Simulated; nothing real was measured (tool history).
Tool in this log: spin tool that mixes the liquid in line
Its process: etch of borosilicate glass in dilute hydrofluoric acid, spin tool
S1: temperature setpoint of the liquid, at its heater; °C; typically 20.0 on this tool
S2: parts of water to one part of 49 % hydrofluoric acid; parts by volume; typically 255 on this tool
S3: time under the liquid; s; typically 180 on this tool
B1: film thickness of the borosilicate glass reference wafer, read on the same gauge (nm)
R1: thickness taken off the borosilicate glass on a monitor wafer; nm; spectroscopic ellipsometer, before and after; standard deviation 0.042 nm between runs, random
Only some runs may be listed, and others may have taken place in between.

run	hour	S1	S2	S3	B1	R1
1	0.0	20.0	255	180	140.01	9.90
2	53.5	20.0	255	180	140.00	9.98
3	119.1	20.0	255	105	140.02	5.88
4	167.8	20.0	255	105	140.03	5.84
5	207.1	17.5	255	180	140.02	9.20
6	262.3	20.0	255	180	139.99	10.18
# hour 332.6: thermometer replaced
7	333.5	20.0	255	180	140.01	9.92
8	399.6	20.0	255	180	140.01	9.93
9	440.9	20.0	255	180	139.99	9.89
10	473.2	20.0	255	180	139.99	9.96
11	518.0	20.0	255	180	140.00	10.01
# hour 585.6: gauge calibrated
12	588.5	22.0	255	100	140.01	5.98
13	629.8	20.0	255	180	140.00	10.10
14	696.9	17.0	255	70	140.00	3.48
# hour 701.6: hydrofluoric acid flow meter replaced
15	748.6	20.0	255	210	140.02	11.71
16	790.8	17.0	150	180	139.99	16.83
# hour 835.6: thermometer replaced
17	842.4	20.0	255	180	139.99	10.02
18	882.9	20.0	255	180	140.00	9.90
19	931.1	24.5	180	100	139.99	10.08
20	963.9	24.0	215	210	139.99	16.63
21	992.8	20.0	385	180	140.00	5.91
22	1044.3	20.0	205	90	140.01	6.52
23	1082.3	17.5	255	255	140.04	13.03
24	1145.1	17.0	355	130	139.98	4.31

Alternative continuations, all from the tool just after run 24; predict every row:
A	1145.6	20.0	255	140	?	?
B	1145.6	20.0	255	220	?	?
C	1145.6	24.5	210	135	?	?
D	1145.6	20.0	255	135	?	?
E	1145.6	20.0	255	265	?	?

run	B1	R1
A	139.99	7.82
B	139.99	12.28
C	139.99	11.30
D	139.99	7.54
E	139.99	14.80
What these runs would have given with no unlogged condition in the tool:
run	R1
A	7.69
B	12.08
C	11.12
D	7.41
E	14.55
